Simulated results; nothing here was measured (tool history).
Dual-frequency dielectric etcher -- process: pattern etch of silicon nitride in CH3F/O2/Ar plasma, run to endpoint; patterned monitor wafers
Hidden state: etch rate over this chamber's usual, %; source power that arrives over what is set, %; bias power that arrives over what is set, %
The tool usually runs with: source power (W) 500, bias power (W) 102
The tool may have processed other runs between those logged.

| run | hour | source power (W) | bias power (W) | wafers since the last listed run | hours since the last wet clean | hours since the last source power generator calibration | hours since the last bias power generator calibration | hours since the last upper electrode change | incoming incoming film thickness, nm | endpoint time (s) |
|---|---|---|---|---|---|---|---|---|---|---|
| 1 | 0.0 | 500 | 102 | 0 | 54.5 | 2160.8 | 1797.8 | 5200.3 | 42.35 | 55.4 |
| 2 | 32.5 | 500 | 102 | 503 | 87.0 | 2193.3 | 1830.3 | 5232.8 | 42.13 | 55.9 |
| 3 | 61.6 | 500 | 102 | 450 | 116.1 | 2222.4 | 1859.4 | 5261.9 | 42.50 | 57.0 |
| 4 | 82.6 | 470 | 89 | 325 | 137.1 | 2243.4 | 1880.4 | 5282.9 | 42.81 | 60.3 |
| 5 | 97.6 | 470 | 89 | 232 | 152.1 | 2258.4 | 1895.4 | 5297.9 | 42.33 | 59.1 |
| 6 | 133.1 | 470 | 89 | 549 | 187.6 | 2293.9 | 1930.9 | 5333.4 | 42.28 | 60.8 |
| 7 | 147.1 | 500 | 122 | 216 | 201.6 | 2307.9 | 1944.9 | 5347.4 | 42.19 | 54.3 |
| 8 | 160.6 | 500 | 122 | 208 | 215.1 | 2321.4 | 1958.4 | 5360.9 | 41.65 | 53.3 |
|  | 187.0 | upper electrode replaced |
| 9 | 187.5 | 500 | 122 | 44 | 242.0 | 2348.3 | 1985.3 | 0.5 | 41.76 | 54.0 |
| 10 | 202.9 | 500 | 102 | 238 | 257.4 | 2363.7 | 2000.7 | 15.9 | 41.72 | 55.9 |
| 11 | 220.4 | 500 | 102 | 270 | 274.9 | 2381.2 | 2018.2 | 33.4 | 42.77 | 57.8 |
| 12 | 236.0 | 500 | 102 | 241 | 290.5 | 2396.8 | 2033.8 | 49.0 | 42.85 | 58.0 |
| 13 | 249.7 | 500 | 102 | 212 | 304.2 | 2410.5 | 2047.5 | 62.7 | 42.50 | 56.3 |
| 14 | 279.1 | 500 | 102 | 455 | 333.6 | 2439.9 | 2076.9 | 92.1 | 42.06 | 56.7 |
| 15 | 297.4 | 500 | 102 | 283 | 351.9 | 2458.2 | 2095.2 | 110.4 | 42.41 | 57.5 |
| 16 | 309.7 | 610 | 126 | 190 | 364.2 | 2470.5 | 2107.5 | 122.7 | 42.43 | 51.1 |
| 17 | 338.3 | 380 | 120 | 442 | 392.8 | 2499.1 | 2136.1 | 151.3 | 42.19 | 62.1 |
|  | 365.1 | source power generator calibrated |
| 18 | 365.6 | 500 | 102 | 360 | 420.1 | 0.5 | 2163.4 | 178.6 | 42.16 | 57.2 |
| 19 | 451.2 | 550 | 85 | 1325 | 505.7 | 86.1 | 2249.0 | 264.2 | 42.41 | 58.8 |
| 20 | 466.8 | 380 | 125 | 241 | 521.3 | 101.7 | 2264.6 | 279.8 | 42.61 | 62.8 |
| 21 | 481.1 | 550 | 122 | 221 | 535.6 | 116.0 | 2278.9 | 294.1 | 42.31 | 53.6 |
|  | 516.8 | wet clean of the chamber |
| 22 | 517.3 | 410 | 114 | 188 | 0.5 | 152.2 | 2315.1 | 330.3 | 42.54 | 58.2 |
|  | 548.7 | bias power generator calibrated |
| 23 | 590.6 | 500 | 102 | 1072 | 73.8 | 225.5 | 41.9 | 403.6 | 42.24 | 55.0 |
| 24 | 607.0 | 500 | 102 | 253 | 90.2 | 241.9 | 58.3 | 420.0 | 42.54 | 56.0 |
| 25 | 633.7 | 550 | 94 | 413 | 116.9 | 268.6 | 85.0 | 446.7 | 42.55 | 55.3 |
| 26 | 661.9 | 530 | 102 | 436 | 145.1 | 296.8 | 113.2 | 474.9 | 42.71 | 55.8 |
| 27 | 680.0 | 430 | 82 | 280 | 163.2 | 314.9 | 131.3 | 493.0 | 42.10 | 61.9 |
| 28 | 711.1 | 580 | 111 | 481 | 194.3 | 346.0 | 162.4 | 524.1 | 42.43 | 52.3 |
| 29 | 731.7 | 500 | 102 | 318 | 214.9 | 366.6 | 183.0 | 544.7 | 42.01 | 55.2 |
| 30 | 755.2 | 500 | 87 | 363 | 238.4 | 390.1 | 206.5 | 568.2 | 42.37 | 58.8 |
| 31 | 771.4 | 500 | 102 | 250 | 254.6 | 406.3 | 222.7 | 584.4 | 42.31 | 56.1 |
| 32 | 795.7 | 420 | 83 | 376 | 278.9 | 430.6 | 247.0 | 608.7 | 41.93 | 63.4 |
| 33 | 819.5 | 420 | 92 | 368 | 302.7 | 454.4 | 270.8 | 632.5 | 42.70 | 61.9 |
| 34 | 849.3 | 500 | 123 | 461 | 332.5 | 484.2 | 300.6 | 662.3 | 41.90 | 53.4 |
| 35 | 864.3 | 500 | 76 | 232 | 347.5 | 499.2 | 315.6 | 677.3 | 41.90 | 61.0 |
| 36 | 899.0 | 570 | 102 | 537 | 382.2 | 533.9 | 350.3 | 712.0 | 42.35 | 54.8 |

What if the next run were any one of these 3? Each begins from the tool's condition after run 36:
| A | 899.4 | 500 | 112 | 6 | 382.6 | 534.3 | 350.7 | 712.4 | 42.09 | ? |
| B | 899.4 | 430 | 90 | 6 | 382.6 | 534.3 | 350.7 | 712.4 | 42.09 | ? |
| C | 899.4 | 500 | 121 | 6 | 382.6 | 534.3 | 350.7 | 712.4 | 42.09 | ? |

| run | endpoint time (s) |
|---|---|
| A | 55.0 |
| B | 61.5 |
| C | 54.0 |
Without the tool's hidden state the same runs would have given:
| run | endpoint time (s) |
|---|---|
| A | 53.0 |
| B | 59.2 |
| C | 52.0 |
